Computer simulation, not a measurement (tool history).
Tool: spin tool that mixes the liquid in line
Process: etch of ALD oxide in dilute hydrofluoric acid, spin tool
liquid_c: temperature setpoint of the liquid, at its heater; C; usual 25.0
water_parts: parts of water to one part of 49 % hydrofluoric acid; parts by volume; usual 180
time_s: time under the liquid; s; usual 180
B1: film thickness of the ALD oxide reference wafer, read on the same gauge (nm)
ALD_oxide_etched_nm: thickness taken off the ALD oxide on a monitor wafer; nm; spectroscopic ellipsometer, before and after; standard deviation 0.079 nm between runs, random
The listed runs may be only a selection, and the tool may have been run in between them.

Run 1, hour 0.0: usual settings but liquid_c 23.0 C; B1 50.01. Result: ALD_oxide_etched_nm 14.00 nm.
Run 2, hour 39.8: usual settings but liquid_c 23.0 C; B1 49.99. Result: ALD_oxide_etched_nm 14.21 nm.
Run 3, hour 133.0: usual settings but liquid_c 23.0 C; B1 49.99. Result: ALD_oxide_etched_nm 14.37 nm.
Run 4, hour 175.6: usual settings but liquid_c 26.5 C; B1 50.00. Result: ALD_oxide_etched_nm 16.15 nm.
Run 5, hour 274.8: usual settings but liquid_c 26.5 C; B1 49.99. Result: ALD_oxide_etched_nm 16.11 nm.
Run 6, hour 345.0: usual settings but liquid_c 28.5 C; B1 50.00. Result: ALD_oxide_etched_nm 17.47 nm.
Run 7, hour 424.5: usual settings but water_parts 135 parts by volume; B1 49.99. Result: ALD_oxide_etched_nm 21.67 nm.
Run 8, hour 529.3: usual settings but water_parts 135 parts by volume; B1 50.03. Result: ALD_oxide_etched_nm 21.63 nm.
Run 9, hour 622.4: usual settings but water_parts 135 parts by volume; B1 50.02. Result: ALD_oxide_etched_nm 21.70 nm.
Run 10, hour 679.2: usual settings but liquid_c 22.5 C, time_s 150 s; B1 50.00. Result: ALD_oxide_etched_nm 11.69 nm.
Run 11, hour 756.5: usual settings but liquid_c 21.5 C, water_parts 245 parts by volume, time_s 270 s; B1 49.99. Result: ALD_oxide_etched_nm 14.02 nm.
At hour 811.2: thermometer replaced.
Run 12, hour 840.9: usual settings; B1 50.01. Result: ALD_oxide_etched_nm 15.98 nm.
At hour 878.8: hydrofluoric acid flow meter replaced.
Run 13, hour 913.7: usual settings; B1 50.01. Result: ALD_oxide_etched_nm 14.88 nm.
At hour 967.6: gauge calibrated.
Run 14, hour 969.0: usual settings; B1 50.00. Result: ALD_oxide_etched_nm 14.92 nm.
Run 15, hour 1039.8: usual settings; B1 49.98. Result: ALD_oxide_etched_nm 14.87 nm.
Run 16, hour 1132.8: usual settings but liquid_c 30.0 C, time_s 285 s; B1 50.00. Result: ALD_oxide_etched_nm 28.17 nm.
Run 17, hour 1201.0: usual settings but water_parts 105 parts by volume, time_s 110 s; B1 50.01. Result: ALD_oxide_etched_nm 17.02 nm.
Run 18, hour 1240.5: usual settings but water_parts 145 parts by volume; B1 50.01. Result: ALD_oxide_etched_nm 19.38 nm.
Run 19, hour 1358.5: usual settings but liquid_c 20.0 C, water_parts 145 parts by volume, time_s 255 s; B1 50.00. Result: ALD_oxide_etched_nm 22.45 nm.

Exercise: give the hidden state of the tool at every run:
gauge reads high (%): 0, the same for each run
H1: liquid colder than its thermometer reads (K)
H2: hydrofluoric acid flow above the setpoint (%)
run      H1     H2
  1    0.22   3.31
  2   0.241   3.48
  3   0.288   3.88
  4    0.31   4.07
  5    0.36   4.49
  6   0.396    4.8
  7   0.436   5.14
  8    0.49   5.59
  9   0.537   5.99
 10   0.566   6.24
 11   0.605   6.57
 12  0.0343   6.93
 13  0.0713  0.502
 14  0.0994  0.741
 15   0.135   1.05
 16   0.183   1.45
 17   0.217   1.74
 18   0.237   1.91
 19   0.297   2.42
